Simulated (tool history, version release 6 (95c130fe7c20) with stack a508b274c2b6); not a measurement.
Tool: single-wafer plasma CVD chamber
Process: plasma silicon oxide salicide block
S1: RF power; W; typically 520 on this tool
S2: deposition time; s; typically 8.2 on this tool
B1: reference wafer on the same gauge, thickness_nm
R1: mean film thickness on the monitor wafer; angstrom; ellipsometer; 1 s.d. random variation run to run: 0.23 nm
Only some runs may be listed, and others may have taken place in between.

run    hour   S1    S2      B1      R1
  1       0  560  7.34  87.026  743.37
  2      86  520   8.2  86.784  807.87
  3   175.4  520   8.2  86.606  804.43
  4   268.4  520   8.2  86.418  803.04
  5   311.7  520  7.33  86.409  714.99
  6   387.2  520  7.33  86.287  714.52
  7   436.1  520  7.33  86.255  711.39
  8   520.8  520   8.2  86.116  800.88
  9   621.1  480   8.2  86.031  770.75
 10     659  575     7  86.037  707.09
 11     745  575     7  85.929  707.36
 12   823.7  575     7   85.94  706.48
 13   859.8  520   8.2  85.864  799.22
 14   941.8  520   8.2  85.799  797.92
 15  1003.2  520   8.2  85.795  800.49
 16  1082.1  520  7.11  85.732  690.54
     1111.7  -- showerhead replaced
 17  1124.2  520  7.11  85.734  690.88
 18  1224.5  520  7.11  85.666  689.32
 19  1267.1  580   8.8  85.771  888.21
 20  1367.1  450  9.46  85.678  871.44
 21  1449.1  520   8.2  85.728  795.69
 22  1523.5  520   8.2  85.654  793.95
     1583.9  -- RF generator calibrated
 23  1595.4  520  7.17  85.568  695.98
 24  1695.4  520   8.2  85.548  799.08
 25    1734  470   7.3  85.563  683.92
 26  1773.1  455  7.77  85.506  716.78
     1807.4  -- gauge calibrated
 27  1842.7  520  8.88   86.73  870.57
 28  1916.3  455  7.77  86.579  727.13
 29  1964.3  560  7.55  86.452  757.91
 30  2008.1  570  7.13  86.329  720.17
 31    2058  520   8.2   86.32   803.2
 32    2124  435  7.34  86.179  668.89
 33  2229.3  420  9.37  86.021  842.03
 34  2296.7  460  7.33  86.021     682
 35  2360.3  590   8.2  85.973  837.16
 36  2458.1  520   8.2  85.767  801.01

5 ways to go on from here, each from the tool as it stands after run 36. What would each give?
  A  2458.5  520   8.2   ?   ?
  B  2458.5  605   8.2   ?   ?
  C  2458.5  445  8.91   ?   ?
  D  2458.5  430   8.2   ?   ?
  E  2458.5  520  6.81   ?   ?

run      B1      R1
  A  85.774  799.62
  B  85.774  844.92
  C  85.774  819.26
  D  85.774  744.03
  E  85.774  664.07
What these runs would have given with no unlogged condition in the tool:
run      R1
  A  809.82
  B   855.7
  C  829.71
  D  753.52
  E  672.55

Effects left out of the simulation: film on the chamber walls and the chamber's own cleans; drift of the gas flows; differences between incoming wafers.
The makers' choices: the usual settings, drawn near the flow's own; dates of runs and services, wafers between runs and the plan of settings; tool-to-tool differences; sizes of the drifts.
